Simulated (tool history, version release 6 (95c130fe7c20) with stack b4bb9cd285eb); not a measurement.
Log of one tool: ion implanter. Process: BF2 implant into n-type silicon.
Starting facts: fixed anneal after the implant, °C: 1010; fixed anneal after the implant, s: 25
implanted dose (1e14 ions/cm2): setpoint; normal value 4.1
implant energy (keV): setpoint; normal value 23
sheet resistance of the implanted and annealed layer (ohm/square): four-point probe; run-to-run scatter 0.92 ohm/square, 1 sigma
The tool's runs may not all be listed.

run,hour,implanted dose (1e14 ions/cm2),implant energy (keV),wafers since the last listed run,hours since the last dose calibration,hours since the extraction supply was calibrated,hours since the gauge calibration,"read-back reference wafer on the same gauge, sheet resistance",sheet resistance of the implanted and annealed layer (ohm/square)
1,0,4.1,23,0,608.7,4288.1,88.3,271.02,279.97
# hour 51.9: Faraday cup replaced and dose calibrated
2,52.4,4.1,23,689,0.5,4340.5,140.7,271.07,291.83
3,110.9,4.92,23,908,59,4399,199.2,270.92,252.32
4,174.6,4.1,26,988,122.7,4462.7,262.9,270.95,283.46
5,218.9,4.1,26,687,167,4507,307.2,270.99,285.22
# hour 268.1: extraction supply calibrated
6,277.7,4.1,23,788,225.8,9.6,366,270.71,289.6
7,310.6,4.1,27.5,510,258.7,42.5,398.9,271.03,281.98
# hour 371.8: gauge calibrated
8,372.3,4.1,27.5,957,320.4,104.2,0.5,271.05,280.37
9,410.1,4.45,23,586,358.2,142,38.3,270.67,269.05
10,461.3,4.46,21,794,409.4,193.2,89.5,271.09,270.98
11,523.5,4.1,23,965,471.6,255.4,151.7,271.14,285.67
12,561,4.97,27.5,582,509.1,292.9,189.2,271.24,235.96
13,628.7,5.32,20,1050,576.8,360.6,256.9,270.94,238.02
# hour 640.4: Faraday cup replaced and dose calibrated
14,663.9,3.38,31,422,23.5,395.8,292.1,270.97,330.59
15,690.6,4.1,27.5,414,50.2,422.5,318.8,271,284.38
16,745.7,4.42,31,855,105.3,477.6,373.9,271.05,263.74
17,789.8,4.46,21,684,149.4,521.7,418,271.4,274.72
18,824.3,4.53,19.5,535,183.9,556.2,452.5,271.05,275.59

Each row is a separate what-if for the run after 18, all from the same tool condition, not one after another. Results?
A,824.7,4.1,23,6,184.3,556.6,452.9,?,?
B,824.7,4.7,26,6,184.3,556.6,452.9,?,?
C,824.7,3.46,20,6,184.3,556.6,452.9,?,?
D,824.7,3.42,15.5,6,184.3,556.6,452.9,?,?
E,824.7,3.02,23,6,184.3,556.6,452.9,?,?

run,"read-back reference wafer on the same gauge, sheet resistance",sheet resistance of the implanted and annealed layer (ohm/square)
A,271.07,289.75
B,271.07,255.43
C,271.07,337.95
D,271.07,353.1
E,271.07,372.68
Take away the tool's hidden state, keep each run's random variation, and the runs would have read:
run,sheet resistance of the implanted and annealed layer (ohm/square)
A,290.46
B,256.05
C,338.78
D,353.92
E,373.64
